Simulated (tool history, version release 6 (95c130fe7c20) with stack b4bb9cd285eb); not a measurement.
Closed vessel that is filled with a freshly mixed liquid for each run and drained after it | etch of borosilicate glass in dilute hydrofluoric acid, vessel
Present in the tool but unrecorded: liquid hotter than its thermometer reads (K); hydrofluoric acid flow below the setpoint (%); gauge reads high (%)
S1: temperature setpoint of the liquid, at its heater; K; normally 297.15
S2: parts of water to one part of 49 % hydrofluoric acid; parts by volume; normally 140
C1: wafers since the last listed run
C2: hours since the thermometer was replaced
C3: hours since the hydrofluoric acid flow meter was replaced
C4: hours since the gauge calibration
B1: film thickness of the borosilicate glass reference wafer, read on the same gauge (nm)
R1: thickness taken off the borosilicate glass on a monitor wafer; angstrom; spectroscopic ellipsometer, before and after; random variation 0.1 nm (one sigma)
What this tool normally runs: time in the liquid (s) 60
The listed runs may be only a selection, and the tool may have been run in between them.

Run 1, hour 0: usual settings; C1 0; C2 2638.7; C3 1577.6; C4 732.6; B1 140.03. Result: R1 181.7 angstrom.
Run 2, hour 29.5: usual settings; C1 3786; C2 2668.2; C3 1607.1; C4 762.1; B1 140.01. Result: R1 181.2 angstrom.
Run 3, hour 64.8: usual settings but S1 295.15 K, time in the liquid (s) 40; C1 4530; C2 2703.5; C3 1642.4; C4 797.4; B1 139.97. Result: R1 112.9 angstrom.
Run 4, hour 91: usual settings but S1 295.15 K, time in the liquid (s) 40; C1 3362; C2 2729.7; C3 1668.6; C4 823.6; B1 140.01. Result: R1 111.1 angstrom.
Run 5, hour 111.6: usual settings but S1 295.15 K, time in the liquid (s) 40; C1 2644; C2 2750.3; C3 1689.2; C4 844.2; B1 140.03. Result: R1 112 angstrom.
Run 6, hour 138.8: usual settings; C1 3491; C2 2777.5; C3 1716.4; C4 871.4; B1 139.99. Result: R1 179.8 angstrom.
Run 7, hour 157.8: usual settings; C1 2438; C2 2796.5; C3 1735.4; C4 890.4; B1 140.01. Result: R1 181.3 angstrom.
Run 8, hour 178.8: usual settings; C1 2695; C2 2817.5; C3 1756.4; C4 911.4; B1 140.04. Result: R1 179.1 angstrom.
Run 9, hour 197.3: usual settings but time in the liquid (s) 75; C1 2374; C2 2836; C3 1774.9; C4 929.9; B1 140. Result: R1 224.1 angstrom.
Run 10, hour 229.9: usual settings but time in the liquid (s) 75; C1 4184; C2 2868.6; C3 1807.5; C4 962.5; B1 139.99. Result: R1 223.3 angstrom.
Run 11, hour 250: usual settings but S2 190 parts by volume; C1 2579; C2 2888.7; C3 1827.6; C4 982.6; B1 139.99. Result: R1 123.4 angstrom.
At hour 258.8: thermometer replaced.
At hour 271.8: gauge calibrated.
Run 12, hour 280.3: usual settings; C1 3760; C2 21.5; C3 1857.9; C4 8.5; B1 140.01. Result: R1 159.9 angstrom.
Run 13, hour 315.3: usual settings; C1 4492; C2 56.5; C3 1892.9; C4 43.5; B1 140.02. Result: R1 158.7 angstrom.
Run 14, hour 332.3: usual settings; C1 2182; C2 73.5; C3 1909.9; C4 60.5; B1 139.99. Result: R1 159.1 angstrom.
Run 15, hour 351.6: usual settings; C1 2477; C2 92.8; C3 1929.2; C4 79.8; B1 139.97. Result: R1 161.4 angstrom.
Run 16, hour 384.5: usual settings but S1 298.65 K, time in the liquid (s) 75; C1 4222; C2 125.7; C3 1962.1; C4 112.7; B1 140.01. Result: R1 210.6 angstrom.
At hour 391.6: hydrofluoric acid flow meter replaced.
Run 17, hour 439: usual settings but S1 295.65 K, S2 105 parts by volume; C1 6866; C2 180.2; C3 47.4; C4 167.2; B1 140.01. Result: R1 244.4 angstrom.
Run 18, hour 469: usual settings but S2 100 parts by volume; C1 3850; C2 210.2; C3 77.4; C4 197.2; B1 140.01. Result: R1 272.6 angstrom.

Expected results for the next run?
Run 19, hour 488.2: usual settings; C1 2464; C2 229.4; C3 96.6; C4 216.4; B1 ?. Result: R1 ?.

{"run 19": {"B1": 140.01, "R1": 185.4}}
Without the tool's hidden state the same run would have given R1 183.3 angstrom.
